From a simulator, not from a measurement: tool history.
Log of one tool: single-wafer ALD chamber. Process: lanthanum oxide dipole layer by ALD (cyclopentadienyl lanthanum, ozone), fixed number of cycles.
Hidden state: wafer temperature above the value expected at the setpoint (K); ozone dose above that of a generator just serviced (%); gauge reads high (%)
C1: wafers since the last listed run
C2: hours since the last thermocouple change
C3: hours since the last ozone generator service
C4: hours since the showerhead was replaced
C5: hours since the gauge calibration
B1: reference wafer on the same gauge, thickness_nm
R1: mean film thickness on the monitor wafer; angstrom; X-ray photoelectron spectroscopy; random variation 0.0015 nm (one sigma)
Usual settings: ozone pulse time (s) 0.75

{"run": 1, "hour": 0.0, "ozone pulse time (s)": 0.75, "C1": 0, "C2": 1979.4, "C3": 608.1, "C4": 5904.2, "C5": 1570.8, "B1": 0.368, "R1": 4.09}
{"run": 2, "hour": 90.7, "ozone pulse time (s)": 0.75, "C1": 898, "C2": 2070.1, "C3": 698.8, "C4": 5994.9, "C5": 1661.5, "B1": 0.367, "R1": 4.07}
{"run": 3, "hour": 177.9, "ozone pulse time (s)": 0.75, "C1": 863, "C2": 2157.3, "C3": 786, "C4": 6082.1, "C5": 1748.7, "B1": 0.367, "R1": 4.07}
{"run": 4, "hour": 234.2, "ozone pulse time (s)": 0.75, "C1": 557, "C2": 2213.6, "C3": 842.3, "C4": 6138.4, "C5": 1805, "B1": 0.367, "R1": 4.05}
{"run": 5, "hour": 318.1, "ozone pulse time (s)": 0.82, "C1": 831, "C2": 2297.5, "C3": 926.2, "C4": 6222.3, "C5": 1888.9, "B1": 0.366, "R1": 4.25}
{"run": 6, "hour": 530.4, "ozone pulse time (s)": 0.82, "C1": 2102, "C2": 2509.8, "C3": 1138.5, "C4": 6434.6, "C5": 2101.2, "B1": 0.365, "R1": 4.23}
{"run": 7, "hour": 601.3, "ozone pulse time (s)": 0.82, "C1": 702, "C2": 2580.7, "C3": 1209.4, "C4": 6505.5, "C5": 2172.1, "B1": 0.365, "R1": 4.23}
{"run": 8, "hour": 672.2, "ozone pulse time (s)": 0.75, "C1": 702, "C2": 2651.6, "C3": 1280.3, "C4": 6576.4, "C5": 2243, "B1": 0.365, "R1": 4.03}
{"hour": 696.1, "done": "ozone generator serviced"}
{"run": 9, "hour": 732.9, "ozone pulse time (s)": 0.75, "C1": 522, "C2": 2712.3, "C3": 36.8, "C4": 6637.1, "C5": 2303.7, "B1": 0.364, "R1": 4.02}
{"run": 10, "hour": 775.2, "ozone pulse time (s)": 0.75, "C1": 419, "C2": 2754.6, "C3": 79.1, "C4": 6679.4, "C5": 2346, "B1": 0.364, "R1": 4.05}
{"hour": 931.7, "done": "gauge calibrated"}
{"run": 11, "hour": 1093.3, "ozone pulse time (s)": 0.75, "C1": 3150, "C2": 3072.7, "C3": 397.2, "C4": 6997.5, "C5": 161.6, "B1": 0.375, "R1": 4.18}
{"hour": 1117.3, "done": "thermocouple changed; heater temperature recalibrated"}
{"run": 12, "hour": 1149.2, "ozone pulse time (s)": 0.75, "C1": 474, "C2": 31.9, "C3": 453.1, "C4": 7053.4, "C5": 217.5, "B1": 0.375, "R1": 4.17}
{"run": 13, "hour": 1208.3, "ozone pulse time (s)": 0.75, "C1": 585, "C2": 91, "C3": 512.2, "C4": 7112.5, "C5": 276.6, "B1": 0.375, "R1": 4.15}
{"run": 14, "hour": 1252.1, "ozone pulse time (s)": 0.75, "C1": 433, "C2": 134.8, "C3": 556, "C4": 7156.3, "C5": 320.4, "B1": 0.376, "R1": 4.16}
{"hour": 1339.5, "done": "showerhead replaced"}
{"run": 15, "hour": 1354.2, "ozone pulse time (s)": 0.75, "C1": 932, "C2": 236.9, "C3": 658.1, "C4": 14.7, "C5": 422.5, "B1": 0.375, "R1": 4.15}
{"run": 16, "hour": 1398.6, "ozone pulse time (s)": 0.75, "C1": 439, "C2": 281.3, "C3": 702.5, "C4": 59.1, "C5": 466.9, "B1": 0.374, "R1": 4.17}
{"run": 17, "hour": 1487.0, "ozone pulse time (s)": 0.99, "C1": 875, "C2": 369.7, "C3": 790.9, "C4": 147.5, "C5": 555.3, "B1": 0.374, "R1": 4.64}
{"run": 18, "hour": 1546.6, "ozone pulse time (s)": 0.5, "C1": 590, "C2": 429.3, "C3": 850.5, "C4": 207.1, "C5": 614.9, "B1": 0.374, "R1": 3.27}
{"run": 19, "hour": 1603.9, "ozone pulse time (s)": 1.04, "C1": 567, "C2": 486.6, "C3": 907.8, "C4": 264.4, "C5": 672.2, "B1": 0.372, "R1": 4.7}
{"run": 20, "hour": 1678.9, "ozone pulse time (s)": 0.55, "C1": 742, "C2": 561.6, "C3": 982.8, "C4": 339.4, "C5": 747.2, "B1": 0.372, "R1": 3.47}
{"run": 21, "hour": 1741.3, "ozone pulse time (s)": 0.95, "C1": 618, "C2": 624, "C3": 1045.2, "C4": 401.8, "C5": 809.6, "B1": 0.373, "R1": 4.6}
{"run": 22, "hour": 1823.3, "ozone pulse time (s)": 0.75, "C1": 812, "C2": 706, "C3": 1127.2, "C4": 483.8, "C5": 891.6, "B1": 0.372, "R1": 4.14}
{"run": 23, "hour": 1863.7, "ozone pulse time (s)": 0.89, "C1": 400, "C2": 746.4, "C3": 1167.6, "C4": 524.2, "C5": 932, "B1": 0.372, "R1": 4.47}
{"run": 24, "hour": 1905.6, "ozone pulse time (s)": 0.75, "C1": 415, "C2": 788.3, "C3": 1209.5, "C4": 566.1, "C5": 973.9, "B1": 0.371, "R1": 4.1}
{"run": 25, "hour": 2004.9, "ozone pulse time (s)": 0.64, "C1": 983, "C2": 887.6, "C3": 1308.8, "C4": 665.4, "C5": 1073.2, "B1": 0.371, "R1": 3.8}
{"hour": 2078.5, "done": "ozone generator serviced"}
{"run": 26, "hour": 2103.9, "ozone pulse time (s)": 0.56, "C1": 901, "C2": 986.6, "C3": 25.4, "C4": 764.4, "C5": 1172.2, "B1": 0.37, "R1": 3.48}
{"run": 27, "hour": 2171.9, "ozone pulse time (s)": 1, "C1": 673, "C2": 1054.6, "C3": 93.4, "C4": 832.4, "C5": 1240.2, "B1": 0.371, "R1": 4.61}
{"run": 28, "hour": 2228.5, "ozone pulse time (s)": 0.58, "C1": 560, "C2": 1111.2, "C3": 150, "C4": 889, "C5": 1296.8, "B1": 0.37, "R1": 3.56}
{"run": 29, "hour": 2324.3, "ozone pulse time (s)": 0.84, "C1": 948, "C2": 1207, "C3": 245.8, "C4": 984.8, "C5": 1392.6, "B1": 0.369, "R1": 4.32}
{"run": 30, "hour": 2385.6, "ozone pulse time (s)": 0.92, "C1": 607, "C2": 1268.3, "C3": 307.1, "C4": 1046.1, "C5": 1453.9, "B1": 0.369, "R1": 4.44}
{"run": 31, "hour": 2454.4, "ozone pulse time (s)": 1.05, "C1": 681, "C2": 1337.1, "C3": 375.9, "C4": 1114.9, "C5": 1522.7, "B1": 0.369, "R1": 4.67}
{"run": 32, "hour": 2515.4, "ozone pulse time (s)": 0.61, "C1": 604, "C2": 1398.1, "C3": 436.9, "C4": 1175.9, "C5": 1583.7, "B1": 0.368, "R1": 3.66}
{"run": 33, "hour": 2552.3, "ozone pulse time (s)": 0.65, "C1": 365, "C2": 1435, "C3": 473.8, "C4": 1212.8, "C5": 1620.6, "B1": 0.368, "R1": 3.77}
{"run": 34, "hour": 2615.8, "ozone pulse time (s)": 1.05, "C1": 629, "C2": 1498.5, "C3": 537.3, "C4": 1276.3, "C5": 1684.1, "B1": 0.368, "R1": 4.63}
{"run": 35, "hour": 2662.1, "ozone pulse time (s)": 0.85, "C1": 458, "C2": 1544.8, "C3": 583.6, "C4": 1322.6, "C5": 1730.4, "B1": 0.368, "R1": 4.32}

Hidden state at the last listed run before each entry between runs and at the first one after, where it differs:
Between runs 8 and 9: ozone generator serviced (hour 696.1)
  gauge reads high (%): -3.33 -> -3.41
  measured less the result without the state, R1: -0.14 -> -0.15 angstrom
Between runs 10 and 11: gauge calibrated (hour 931.7)
  gauge reads high (%): -3.46 -> -0.354
  measured less the result without the state, R1: -0.15 -> -0.02 angstrom
Between runs 11 and 12: thermocouple changed; heater temperature recalibrated (hour 1117.3)
  gauge reads high (%): -0.354 -> -0.427
  measured less the result without the state, R1: -0.02 -> -0.02 angstrom
Between runs 14 and 15: showerhead replaced (hour 1339.5)
  gauge reads high (%): -0.562 -> -0.696
  measured less the result without the state, R1: -0.02 -> -0.03 angstrom
Between runs 25 and 26: ozone generator serviced (hour 2078.5)
  gauge reads high (%): -1.55 -> -1.68
  measured less the result without the state, R1: -0.06 -> -0.06 angstrom
